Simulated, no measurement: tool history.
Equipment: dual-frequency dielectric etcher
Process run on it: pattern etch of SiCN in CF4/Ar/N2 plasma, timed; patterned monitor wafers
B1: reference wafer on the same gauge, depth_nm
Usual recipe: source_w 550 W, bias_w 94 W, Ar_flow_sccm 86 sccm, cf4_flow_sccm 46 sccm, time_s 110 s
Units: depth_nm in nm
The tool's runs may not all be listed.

run 1 hour=0 | source_w=550 bias_w=94 Ar_flow_sccm=86 cf4_flow_sccm=46 time_s=110 | B1=117.9 | depth_nm=100.6
run 2 hour=7.6 | source_w=550 bias_w=94 Ar_flow_sccm=86 cf4_flow_sccm=41 time_s=110 | B1=118 | depth_nm=98
run 3 hour=14.6 | source_w=550 bias_w=94 Ar_flow_sccm=86 cf4_flow_sccm=46 time_s=110 | B1=118 | depth_nm=100.1
run 4 hour=29.6 | source_w=550 bias_w=94 Ar_flow_sccm=86 cf4_flow_sccm=46 time_s=110 | B1=117.9 | depth_nm=100.9
run 5 hour=43.5 | source_w=550 bias_w=94 Ar_flow_sccm=86 cf4_flow_sccm=42 time_s=110 | B1=118.1 | depth_nm=98.5
run 6 hour=59.8 | source_w=550 bias_w=94 Ar_flow_sccm=86 cf4_flow_sccm=42 time_s=110 | B1=117.8 | depth_nm=99.7
run 7 hour=76.2 | source_w=550 bias_w=94 Ar_flow_sccm=86 cf4_flow_sccm=42 time_s=110 | B1=118 | depth_nm=97.9
run 8 hour=82.7 | source_w=550 bias_w=79 Ar_flow_sccm=86 cf4_flow_sccm=46 time_s=110 | B1=118.3 | depth_nm=95.8
-- hour=91.8 source power generator calibrated
-- hour=107.4 Ar flow controller replaced
-- hour=110.5 bias power generator calibrated
run 9 hour=130.7 | source_w=550 bias_w=94 Ar_flow_sccm=86 cf4_flow_sccm=46 time_s=110 | B1=118.1 | depth_nm=99.6
-- hour=157.7 gauge calibrated
-- hour=166.6 wet clean of the chamber
-- hour=185.5 upper electrode replaced
-- hour=186.2 CF4 flow controller replaced
run 10 hour=186.7 | source_w=620 bias_w=72 Ar_flow_sccm=86 cf4_flow_sccm=46 time_s=110 | B1=117.8 | depth_nm=106
run 11 hour=191.6 | source_w=550 bias_w=94 Ar_flow_sccm=86 cf4_flow_sccm=46 time_s=110 | B1=117.8 | depth_nm=104
run 12 hour=201 | source_w=430 bias_w=77 Ar_flow_sccm=86 cf4_flow_sccm=53 time_s=119 | B1=118 | depth_nm=91.9
run 13 hour=215.2 | source_w=600 bias_w=94 Ar_flow_sccm=75 cf4_flow_sccm=51 time_s=110 | B1=117.9 | depth_nm=114.3
run 14 hour=222.6 | source_w=430 bias_w=118 Ar_flow_sccm=86 cf4_flow_sccm=46 time_s=138.5 | B1=117.9 | depth_nm=117
run 15 hour=245.6 | source_w=680 bias_w=94 Ar_flow_sccm=86 cf4_flow_sccm=46 time_s=110 | B1=117.9 | depth_nm=121.3
run 16 hour=256.7 | source_w=550 bias_w=94 Ar_flow_sccm=86 cf4_flow_sccm=46 time_s=80.5 | B1=118.1 | depth_nm=75.7
run 17 hour=267.2 | source_w=430 bias_w=118 Ar_flow_sccm=86 cf4_flow_sccm=46 time_s=138.5 | B1=118.1 | depth_nm=116.5
run 18 hour=278.3 | source_w=550 bias_w=94 Ar_flow_sccm=80 cf4_flow_sccm=39 time_s=133 | B1=118 | depth_nm=121.8

Branching from run 18: 4 alternative next runs. What would each branch give?
run A hour=278.7 | source_w=550 bias_w=94 Ar_flow_sccm=86 cf4_flow_sccm=46 time_s=110 | B1=? | depth_nm=?
run B hour=278.7 | source_w=550 bias_w=94 Ar_flow_sccm=86 cf4_flow_sccm=54 time_s=110 | B1=? | depth_nm=?
run C hour=278.7 | source_w=550 bias_w=94 Ar_flow_sccm=86 cf4_flow_sccm=39 time_s=135.5 | B1=? | depth_nm=?
run D hour=278.7 | source_w=550 bias_w=111 Ar_flow_sccm=86 cf4_flow_sccm=46 time_s=97.5 | B1=? | depth_nm=?

run=A B1=117.9 depth_nm=102.9
run=B B1=117.9 depth_nm=105.6
run=C B1=117.9 depth_nm=123.4
run=D B1=117.9 depth_nm=95.5
The same runs, with their run-to-run variation unchanged, on a tool lacking any hidden condition would have given:
run=A depth_nm=104.3
run=B depth_nm=107
run=C depth_nm=125.1
run=D depth_nm=96.8
